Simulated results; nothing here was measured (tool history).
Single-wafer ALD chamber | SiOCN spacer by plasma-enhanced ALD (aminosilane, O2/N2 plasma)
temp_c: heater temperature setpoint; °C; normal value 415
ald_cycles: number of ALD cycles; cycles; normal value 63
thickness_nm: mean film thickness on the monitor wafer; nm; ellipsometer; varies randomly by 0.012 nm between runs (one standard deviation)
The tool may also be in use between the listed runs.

run	day	temp_c	ald_cycles	wafers since the last listed run	hours since the last thermocouple change	hours since the gauge calibration	read-back reference wafer on the same gauge, thickness_nm	thickness_nm
1	0	420	63	0	1517.6	159.8	2.668	3.162
2	0.346	415	60	24	1525.9	168.1	2.666	3.055
3	0.871	415	63	37	1538.5	180.7	2.674	3.225
4	1.6	415	63	51	1556	198.2	2.672	3.211
5	2.058	415	63	32	1567	209.2	2.672	3.199
6	2.496	415	63	30	1577.5	219.7	2.67	3.219
7	4.083	415	59	112	1615.6	257.8	2.67	3.012
8	4.396	415	59	22	1623.1	265.3	2.673	2.991
9	4.871	415	59	33	1634.5	276.7	2.667	3.024
10	5.583	415	63	50	1651.6	293.8	2.675	3.211
11	6.246	415	69	46	1667.5	309.7	2.67	3.528
12	6.546	418	69	21	1674.7	316.9	2.676	3.512
13	6.871	418	69	22	1682.5	324.7	2.672	3.466
14	7.183	415	63	22	1690	332.2	2.674	3.21
15	7.617	415	63	30	1700.4	342.6	2.671	3.219
16	7.888	426	57	19	1706.9	349.1	2.67	2.794
17	8.446	426	57	39	1720.3	362.5	2.671	2.815
18	9.112	415	63	47	1736.3	378.5	2.666	3.217
19	9.629	422	60	36	1748.7	390.9	2.673	3.004
20	10.312	418	69	48	1765.1	407.3	2.668	3.505
21	10.571	424	58	18	1771.3	413.5	2.67	2.883
22	11.267	415	63	49	1788	430.2	2.674	3.209
23	11.671	427	59	28	1797.7	439.9	2.669	2.897
24	12.1	409	66	30	1808	450.2	2.668	3.437
# day 12.258: gauge calibrated
25	12.425	400	63	22	1815.8	4	2.675	3.374
26	13.162	415	63	52	1833.5	21.7	2.673	3.232
27	13.862	415	76	49	1850.3	38.5	2.67	3.886
# day 14.517: thermocouple changed; heater temperature recalibrated
28	14.608	415	59	29	2.2	56.4	2.669	3.014
29	15.212	427	63	42	16.7	70.9	2.671	3.083
30	15.679	424	57	33	27.9	82.1	2.67	2.839
31	16.071	429	63	27	37.3	91.5	2.669	3.08
32	16.742	407	58	47	53.4	107.6	2.672	3.05
33	17.104	429	68	25	62.1	116.3	2.669	3.297
34	17.529	408	63	30	72.3	126.5	2.668	3.296
35	18.067	406	70	38	85.2	139.4	2.672	3.676
36	18.575	415	73	35	97.4	151.6	2.67	3.736

Below are 3 alternative next runs, each starting from the tool's condition after run 36. Predict each:
A	18.596	415	70	1	97.9	152.1	?	?
B	18.596	422	73	1	97.9	152.1	?	?
C	18.596	404	75	1	97.9	152.1	?	?

run	read-back reference wafer on the same gauge, thickness_nm	thickness_nm
A	2.673	3.567
B	2.673	3.631
C	2.673	3.964
With no hidden state in the tool, these same runs would have given:
run	thickness_nm
A	3.567
B	3.631
C	3.964

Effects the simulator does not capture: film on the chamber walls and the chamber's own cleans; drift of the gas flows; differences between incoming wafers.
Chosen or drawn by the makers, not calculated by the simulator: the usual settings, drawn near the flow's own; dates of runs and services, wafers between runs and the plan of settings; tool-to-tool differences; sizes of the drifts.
